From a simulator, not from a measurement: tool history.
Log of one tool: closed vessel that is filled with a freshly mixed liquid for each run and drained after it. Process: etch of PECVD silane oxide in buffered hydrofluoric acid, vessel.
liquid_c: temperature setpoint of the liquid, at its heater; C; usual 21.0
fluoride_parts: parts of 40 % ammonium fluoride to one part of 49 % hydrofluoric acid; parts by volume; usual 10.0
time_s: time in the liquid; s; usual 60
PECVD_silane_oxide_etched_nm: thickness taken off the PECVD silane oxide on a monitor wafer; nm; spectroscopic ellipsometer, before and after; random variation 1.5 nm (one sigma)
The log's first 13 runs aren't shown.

run    hour  liquid_c  fluoride_parts  time_s  wafers since the last listed run  hours since the thermometer was replaced  hours since the hydrofluoric acid flow meter was replaced  hours since the gauge calibration  read-back film thickness of the PECVD silane oxide reference wafer, read on the same gauge (nm)  PECVD_silane_oxide_etched_nm
 14   838.3      24.0            13.5      35                              4331                                     388.0                                                      359.8                              933.1                                                                                           130.04                         78.41
 15  1026.9      21.0            10.0      60                             11538                                     576.6                                                      548.4                             1121.7                                                                                           130.01                        151.53
 16  1055.0      21.0            13.5      60                              1719                                     604.7                                                      576.5                             1149.8                                                                                           130.04                        112.12
 17  1092.3      21.0            10.0      60                              2281                                     642.0                                                      613.8                             1187.1                                                                                           130.03                        150.80
 18  1137.6      21.0            10.0      60                              2771                                     687.3                                                      659.1                             1232.4                                                                                           129.98                        151.56
     1153.1  -- gauge calibrated
 19  1188.1      21.0            10.0      60                              3089                                     737.8                                                      709.6                               35.0                                                                                           129.97                        148.30
 20  1257.7      24.5             7.0      60                              4258                                     807.4                                                      779.2                              104.6                                                                                           130.02                        257.27
 21  1293.9      25.5             6.5      60                              2214                                     843.6                                                      815.4                              140.8                                                                                           129.98                        283.53
 22  1455.0      21.0            10.0      60                              9855                                    1004.7                                                      976.5                              301.9                                                                                           129.97                        148.67
 23  1521.3      21.0            10.0      60                              4056                                    1071.0                                                     1042.8                              368.2                                                                                           130.00                        149.49
 24  1590.7      17.0            10.0      60                              4245                                    1140.4                                                     1112.2                              437.6                                                                                           129.96                        120.17
 25  1655.0      26.0            14.0      75                              3933                                    1204.7                                                     1176.5                              501.9                                                                                           129.98                        172.91
 26  1714.2      17.0             7.0      30                              3621                                    1263.9                                                     1235.7                              561.1                                                                                           129.98                         84.24
 27  1777.2      25.0            10.0      60                              3854                                    1326.9                                                     1298.7                              624.1                                                                                           130.04                        185.14
 28  1812.4      21.0            10.0      35                              2153                                    1362.1                                                     1333.9                              659.3                                                                                           130.03                         85.61
 29  1839.2      18.0            13.0      35                              1639                                    1388.9                                                     1360.7                              686.1                                                                                           129.99                         56.65
 30  1865.1      21.0            10.0      75                              1584                                    1414.8                                                     1386.6                              712.0                                                                                           129.98                        187.38
 31  1918.0      18.0            10.0      60                              3236                                    1467.7                                                     1439.5                              764.9                                                                                           129.99                        124.48

5 ways to go on from here, each from the tool as it stands after run 31. What would each give?
  A  1918.7      21.0            10.0      90                                42                                    1468.4                                                     1440.2                              765.6                                                                                                ?                             ?
  B  1918.7      23.5             6.5      30                                42                                    1468.4                                                     1440.2                              765.6                                                                                                ?                             ?
  C  1918.7      25.0             8.5      95                                42                                    1468.4                                                     1440.2                              765.6                                                                                                ?                             ?
  D  1918.7      23.5            10.0      60                                42                                    1468.4                                                     1440.2                              765.6                                                                                                ?                             ?
  E  1918.7      22.5            10.0      60                                42                                    1468.4                                                     1440.2                              765.6                                                                                                ?                             ?

run  read-back film thickness of the PECVD silane oxide reference wafer, read on the same gauge (nm)  PECVD_silane_oxide_etched_nm
  A                                                                                           130.03                        219.44
  B                                                                                           130.03                        125.67
  C                                                                                           130.03                        328.31
  D                                                                                           130.03                        168.03
  E                                                                                           130.03                        159.01
Without the tool's hidden state the same runs would have given:
run  PECVD_silane_oxide_etched_nm
  A                        227.54
  B                        130.22
  C                        340.09
  D                        174.12
  E                        164.82
